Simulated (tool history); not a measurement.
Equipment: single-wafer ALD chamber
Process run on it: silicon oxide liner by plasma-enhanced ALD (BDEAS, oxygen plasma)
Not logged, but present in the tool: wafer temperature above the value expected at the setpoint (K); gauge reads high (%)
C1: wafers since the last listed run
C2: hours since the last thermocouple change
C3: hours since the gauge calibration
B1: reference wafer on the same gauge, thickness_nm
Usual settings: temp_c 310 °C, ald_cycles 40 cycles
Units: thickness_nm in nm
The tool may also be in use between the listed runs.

Run 1, hour 0.0: usual settings; C1 0; C2 653.4; C3 837.2; B1 3.751. Result: thickness_nm 3.534 nm.
Run 2, hour 65.0: usual settings; C1 428; C2 718.4; C3 902.2; B1 3.748. Result: thickness_nm 3.526 nm.
Run 3, hour 132.4: usual settings but temp_c 305 °C; C1 444; C2 785.8; C3 969.6; B1 3.746. Result: thickness_nm 3.540 nm.
Run 4, hour 158.0: usual settings but temp_c 305 °C; C1 168; C2 811.4; C3 995.2; B1 3.748. Result: thickness_nm 3.541 nm.
Run 5, hour 193.5: usual settings but temp_c 305 °C; C1 234; C2 846.9; C3 1030.7; B1 3.745. Result: thickness_nm 3.554 nm.
Run 6, hour 227.7: usual settings but ald_cycles 43 cycles; C1 225; C2 881.1; C3 1064.9; B1 3.743. Result: thickness_nm 3.799 nm.
Run 7, hour 296.4: usual settings but ald_cycles 43 cycles; C1 453; C2 949.8; C3 1133.6; B1 3.742. Result: thickness_nm 3.784 nm.
Run 8, hour 362.3: usual settings but ald_cycles 44 cycles; C1 434; C2 1015.7; C3 1199.5; B1 3.744. Result: thickness_nm 3.882 nm.
At hour 423.1: thermocouple changed; heater temperature recalibrated.
Run 9, hour 423.6: usual settings; C1 351; C2 0.5; C3 1260.8; B1 3.740. Result: thickness_nm 3.524 nm.
Run 10, hour 451.4: usual settings; C1 183; C2 28.3; C3 1288.6; B1 3.742. Result: thickness_nm 3.535 nm.
Run 11, hour 593.4: usual settings; C1 936; C2 170.3; C3 1430.6; B1 3.736. Result: thickness_nm 3.524 nm.
Run 12, hour 632.5: usual settings; C1 257; C2 209.4; C3 1469.7; B1 3.734. Result: thickness_nm 3.521 nm.
Run 13, hour 725.4: usual settings; C1 612; C2 302.3; C3 1562.6; B1 3.739. Result: thickness_nm 3.511 nm.
Run 14, hour 766.4: usual settings; C1 270; C2 343.3; C3 1603.6; B1 3.739. Result: thickness_nm 3.524 nm.
At hour 837.4: gauge calibrated.
Run 15, hour 838.2: usual settings; C1 473; C2 415.1; C3 0.8; B1 3.806. Result: thickness_nm 3.582 nm.
Run 16, hour 868.4: usual settings; C1 199; C2 445.3; C3 31.0; B1 3.800. Result: thickness_nm 3.580 nm.
Run 17, hour 899.3: usual settings but temp_c 318 °C; C1 203; C2 476.2; C3 61.9; B1 3.797. Result: thickness_nm 3.533 nm.
Run 18, hour 965.8: usual settings; C1 438; C2 542.7; C3 128.4; B1 3.784. Result: thickness_nm 3.576 nm.
Run 19, hour 994.9: usual settings; C1 192; C2 571.8; C3 157.5; B1 3.783. Result: thickness_nm 3.562 nm.
Run 20, hour 1023.4: usual settings; C1 188; C2 600.3; C3 186.0; B1 3.777. Result: thickness_nm 3.535 nm.
Run 21, hour 1059.7: usual settings; C1 239; C2 636.6; C3 222.3; B1 3.773. Result: thickness_nm 3.547 nm.
Run 22, hour 1110.9: usual settings but temp_c 315 °C, ald_cycles 36 cycles; C1 337; C2 687.8; C3 273.5; B1 3.771. Result: thickness_nm 3.169 nm.
Run 23, hour 1173.5: usual settings; C1 413; C2 750.4; C3 336.1; B1 3.764. Result: thickness_nm 3.537 nm.
Run 24, hour 1221.8: usual settings but ald_cycles 46 cycles; C1 318; C2 798.7; C3 384.4; B1 3.758. Result: thickness_nm 4.067 nm.
Run 25, hour 1274.0: usual settings but temp_c 297 °C, ald_cycles 46 cycles; C1 344; C2 850.9; C3 436.6; B1 3.757. Result: thickness_nm 4.148 nm.
Run 26, hour 1328.5: usual settings but ald_cycles 34 cycles; C1 359; C2 905.4; C3 491.1; B1 3.750. Result: thickness_nm 2.999 nm.
Run 27, hour 1398.8: usual settings but ald_cycles 33 cycles; C1 463; C2 975.7; C3 561.4; B1 3.746. Result: thickness_nm 2.900 nm.
Run 28, hour 1462.4: usual settings but temp_c 324 °C, ald_cycles 32 cycles; C1 419; C2 1039.3; C3 625.0; B1 3.744. Result: thickness_nm 2.770 nm.
At hour 1489.8: thermocouple changed; heater temperature recalibrated.
Run 29, hour 1499.9: usual settings but temp_c 317 °C, ald_cycles 33 cycles; C1 194; C2 10.1; C3 662.5; B1 3.747. Result: thickness_nm 2.871 nm.
Run 30, hour 1567.6: usual settings but temp_c 299 °C, ald_cycles 43 cycles; C1 446; C2 77.8; C3 730.2; B1 3.740. Result: thickness_nm 3.830 nm.
Run 31, hour 1622.5: usual settings; C1 362; C2 132.7; C3 785.1; B1 3.739. Result: thickness_nm 3.513 nm.
Run 32, hour 1671.1: usual settings but temp_c 317 °C; C1 320; C2 181.3; C3 833.7; B1 3.735. Result: thickness_nm 3.479 nm.
Run 33, hour 1698.0: usual settings but temp_c 302 °C, ald_cycles 34 cycles; C1 177; C2 208.2; C3 860.6; B1 3.732. Result: thickness_nm 3.019 nm.
Run 34, hour 1734.8: usual settings; C1 242; C2 245.0; C3 897.4; B1 3.731. Result: thickness_nm 3.526 nm.
Run 35, hour 1794.0: usual settings but ald_cycles 37 cycles; C1 390; C2 304.2; C3 956.6; B1 3.731. Result: thickness_nm 3.242 nm.
Run 36, hour 1844.2: usual settings but temp_c 298 °C; C1 331; C2 354.4; C3 1006.8; B1 3.728. Result: thickness_nm 3.564 nm.
Run 37, hour 1907.6: usual settings; C1 418; C2 417.8; C3 1070.2; B1 3.727. Result: thickness_nm 3.506 nm.
Run 38, hour 1967.8: usual settings but temp_c 319 °C, ald_cycles 46 cycles; C1 397; C2 478.0; C3 1130.4; B1 3.725. Result: thickness_nm 3.974 nm.
Run 39, hour 2018.6: usual settings but temp_c 317 °C, ald_cycles 33 cycles; C1 335; C2 528.8; C3 1181.2; B1 3.728. Result: thickness_nm 2.854 nm.
Run 40, hour 2084.9: usual settings; C1 437; C2 595.1; C3 1247.5; B1 3.726. Result: thickness_nm 3.525 nm.
Run 41, hour 2138.3: usual settings but temp_c 321 °C, ald_cycles 37 cycles; C1 352; C2 648.5; C3 1300.9; B1 3.727. Result: thickness_nm 3.189 nm.
Run 42, hour 2195.2: usual settings but temp_c 296 °C, ald_cycles 46 cycles; C1 375; C2 705.4; C3 1357.8; B1 3.729. Result: thickness_nm 4.128 nm.
At hour 2211.9: gauge calibrated.
Run 43, hour 2220.5: usual settings; C1 166; C2 730.7; C3 8.6; B1 3.813. Result: thickness_nm 3.598 nm.
Run 44, hour 2258.1: usual settings but temp_c 304 °C, ald_cycles 43 cycles; C1 248; C2 768.3; C3 46.2; B1 3.805. Result: thickness_nm 3.875 nm.
Run 45, hour 2316.4: usual settings; C1 384; C2 826.6; C3 104.5; B1 3.795. Result: thickness_nm 3.572 nm.
Run 46, hour 2387.1: usual settings but temp_c 305 °C, ald_cycles 48 cycles; C1 466; C2 897.3; C3 175.2; B1 3.787. Result: thickness_nm 4.325 nm.

What if the next run were any one of these 5? Each begins from the tool's condition after run 46:
Run A, hour 2387.6: usual settings; C1 3; C2 897.8; C3 175.7; B1 ?. Result: thickness_nm ?.
Run B, hour 2387.6: usual settings but temp_c 295 °C; C1 3; C2 897.8; C3 175.7; B1 ?. Result: thickness_nm ?.
Run C, hour 2387.6: usual settings but temp_c 324 °C; C1 3; C2 897.8; C3 175.7; B1 ?. Result: thickness_nm ?.
Run D, hour 2387.6: usual settings but temp_c 322 °C, ald_cycles 47 cycles; C1 3; C2 897.8; C3 175.7; B1 ?. Result: thickness_nm ?.
Run E, hour 2387.6: usual settings but temp_c 299 °C; C1 3; C2 897.8; C3 175.7; B1 ?. Result: thickness_nm ?.

run     B1  thickness_nm
  A  3.786         3.558
  B  3.786         3.651
  C  3.786         3.496
  D  3.786         4.119
  E  3.786         3.607
Had the tool no hidden state, the same runs would have come out as:
run  thickness_nm
  A         3.581
  B         3.674
  C         3.518
  D         4.145
  E         3.630
